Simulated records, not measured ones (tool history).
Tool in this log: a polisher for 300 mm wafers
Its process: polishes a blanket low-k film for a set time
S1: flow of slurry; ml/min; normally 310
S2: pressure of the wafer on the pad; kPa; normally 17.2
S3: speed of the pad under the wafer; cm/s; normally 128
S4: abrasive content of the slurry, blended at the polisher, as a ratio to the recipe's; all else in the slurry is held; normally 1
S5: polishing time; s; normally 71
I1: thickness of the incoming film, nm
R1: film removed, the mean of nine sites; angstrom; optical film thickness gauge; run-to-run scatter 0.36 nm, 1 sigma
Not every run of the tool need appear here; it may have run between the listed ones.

run	hour	S1	S2	S3	S4	S5	I1	R1
1	0	310	17.2	128	1	71	688.7	423
# hour 23.9: slurry blender recalibrated
2	29.5	310	17.2	128	1	71	674.3	428
3	91	310	17.2	128	1	71	670.7	430
# hour 97.5: worn pad replaced by a new one
4	143.9	310	17.2	104	1	71	673.8	373
5	210.4	310	17.2	104	1	71	688.4	383
# hour 241.7: slurry blender recalibrated
# hour 247.9: head pressure recalibrated
# hour 263: conditioning disc replaced and pad reconditioned
6	272.3	310	20	128	1	71	675.2	476
7	334.7	310	20	128	1	71	674.6	480
# hour 347.4: worn pad replaced by a new one
# hour 382.5: slurry nozzle cleaned
8	442.5	340	17.2	108	1.2	55	672	308
# hour 464.6: slurry blender recalibrated
9	474	310	17.2	128	1	71	672	414
10	503.4	310	11	150	1	71	676.5	302
# hour 541: worn pad replaced by a new one
11	561.9	310	17.2	128	1	71	668	423
# hour 590.4: conditioning disc replaced and pad reconditioned
12	608	310	11.7	128	1	61	679.9	245
13	656.6	310	20.7	150	1.15	71	687.8	626
14	682.5	310	22.8	128	1	71	669.6	564

Here are 5 independent what-if runs from the current tool condition. What would each one return?
A	682.9	310	17.2	128	1	71	680	?
B	682.9	310	22.8	128	1	86	680	?
C	682.9	310	17.2	100	1	71	680	?
D	682.9	250	17.2	128	1.15	71	680	?
E	682.9	365	19.3	102	1.2	71	680	?

run	R1
A	431
B	689
C	354
D	451
E	446
Take away the tool's hidden state, keep each run's random variation, and the runs would have read:
run	R1
A	411
B	657
C	337
D	430
E	425

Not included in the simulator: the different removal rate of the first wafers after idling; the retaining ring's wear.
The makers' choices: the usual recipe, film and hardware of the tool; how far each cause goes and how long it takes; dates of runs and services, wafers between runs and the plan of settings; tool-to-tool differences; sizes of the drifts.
